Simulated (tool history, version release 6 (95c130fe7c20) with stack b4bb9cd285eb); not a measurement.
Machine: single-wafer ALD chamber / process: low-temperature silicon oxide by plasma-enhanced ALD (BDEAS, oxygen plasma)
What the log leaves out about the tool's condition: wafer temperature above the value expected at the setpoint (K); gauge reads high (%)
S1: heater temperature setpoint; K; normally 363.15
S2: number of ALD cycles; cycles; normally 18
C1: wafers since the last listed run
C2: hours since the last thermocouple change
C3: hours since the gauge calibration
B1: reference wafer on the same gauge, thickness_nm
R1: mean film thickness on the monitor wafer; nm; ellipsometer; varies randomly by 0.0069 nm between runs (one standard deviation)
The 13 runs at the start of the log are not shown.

| run | hour | S1 | S2 | C1 | C2 | C3 | B1 | R1 |
|---|---|---|---|---|---|---|---|---|
| 14 | 1435.3 | 373.15 | 15 | 1520 | 2806.6 | 2511.2 | 2.681 | 2.308 |
| 15 | 1490.2 | 363.15 | 18 | 827 | 2861.5 | 2566.1 | 2.679 | 2.871 |
|  | 1551.3 | thermocouple changed; heater temperature recalibrated |
| 16 | 1557.9 | 363.15 | 18 | 899 | 6.6 | 2633.8 | 2.68 | 2.861 |
| 17 | 1605.8 | 363.15 | 18 | 722 | 54.5 | 2681.7 | 2.679 | 2.864 |
| 18 | 1664.8 | 358.15 | 20 | 889 | 113.5 | 2740.7 | 2.68 | 3.247 |
| 19 | 1745.3 | 363.15 | 18 | 1213 | 194 | 2821.2 | 2.68 | 2.855 |
| 20 | 1842.2 | 373.15 | 15 | 1460 | 290.9 | 2918.1 | 2.681 | 2.291 |
| 21 | 1948.2 | 372.15 | 15 | 1597 | 396.9 | 3024.1 | 2.68 | 2.302 |
| 22 | 2001.8 | 348.15 | 18 | 807 | 450.5 | 3077.7 | 2.679 | 3.034 |
| 23 | 2045.2 | 363.15 | 18 | 654 | 493.9 | 3121.1 | 2.679 | 2.864 |
| 24 | 2092.5 | 363.15 | 18 | 712 | 541.2 | 3168.4 | 2.681 | 2.856 |
| 25 | 2156.8 | 363.15 | 18 | 969 | 605.5 | 3232.7 | 2.68 | 2.854 |
|  | 2215.8 | gauge calibrated |
| 26 | 2217.1 | 363.15 | 18 | 908 | 665.8 | 1.3 | 2.68 | 2.86 |
| 27 | 2278.7 | 348.15 | 15 | 928 | 727.4 | 62.9 | 2.68 | 2.535 |
| 28 | 2384.4 | 363.15 | 19 | 1593 | 833.1 | 168.6 | 2.68 | 3.03 |
| 29 | 2489 | 354.15 | 18 | 1576 | 937.7 | 273.2 | 2.68 | 2.962 |
| 30 | 2533.1 | 363.15 | 16 | 664 | 981.8 | 317.3 | 2.68 | 2.546 |
| 31 | 2625.5 | 363.15 | 15 | 1392 | 1074.2 | 409.7 | 2.68 | 2.385 |
| 32 | 2719.2 | 371.15 | 18 | 1412 | 1167.9 | 503.4 | 2.68 | 2.774 |
| 33 | 2795 | 369.15 | 18 | 1142 | 1243.7 | 579.2 | 2.679 | 2.794 |
| 34 | 2855.4 | 363.15 | 18 | 910 | 1304.1 | 639.6 | 2.68 | 2.873 |

Each row is a separate what-if for the run after 34, all from the same tool condition, not one after another. Results?
| A | 2855.8 | 363.15 | 18 | 6 | 1304.5 | 640 | ? | ? |
| B | 2855.8 | 353.15 | 18 | 6 | 1304.5 | 640 | ? | ? |
| C | 2855.8 | 377.15 | 16 | 6 | 1304.5 | 640 | ? | ? |
| D | 2855.8 | 352.15 | 15 | 6 | 1304.5 | 640 | ? | ? |
| E | 2855.8 | 349.15 | 16 | 6 | 1304.5 | 640 | ? | ? |

| run | B1 | R1 |
|---|---|---|
| A | 2.679 | 2.869 |
| B | 2.679 | 2.983 |
| C | 2.679 | 2.435 |
| D | 2.679 | 2.496 |
| E | 2.679 | 2.692 |
With the hidden condition removed and each run's random variation left untouched, the same runs would have given:
| run | R1 |
|---|---|
| A | 2.869 |
| B | 2.983 |
| C | 2.435 |
| D | 2.496 |
| E | 2.692 |

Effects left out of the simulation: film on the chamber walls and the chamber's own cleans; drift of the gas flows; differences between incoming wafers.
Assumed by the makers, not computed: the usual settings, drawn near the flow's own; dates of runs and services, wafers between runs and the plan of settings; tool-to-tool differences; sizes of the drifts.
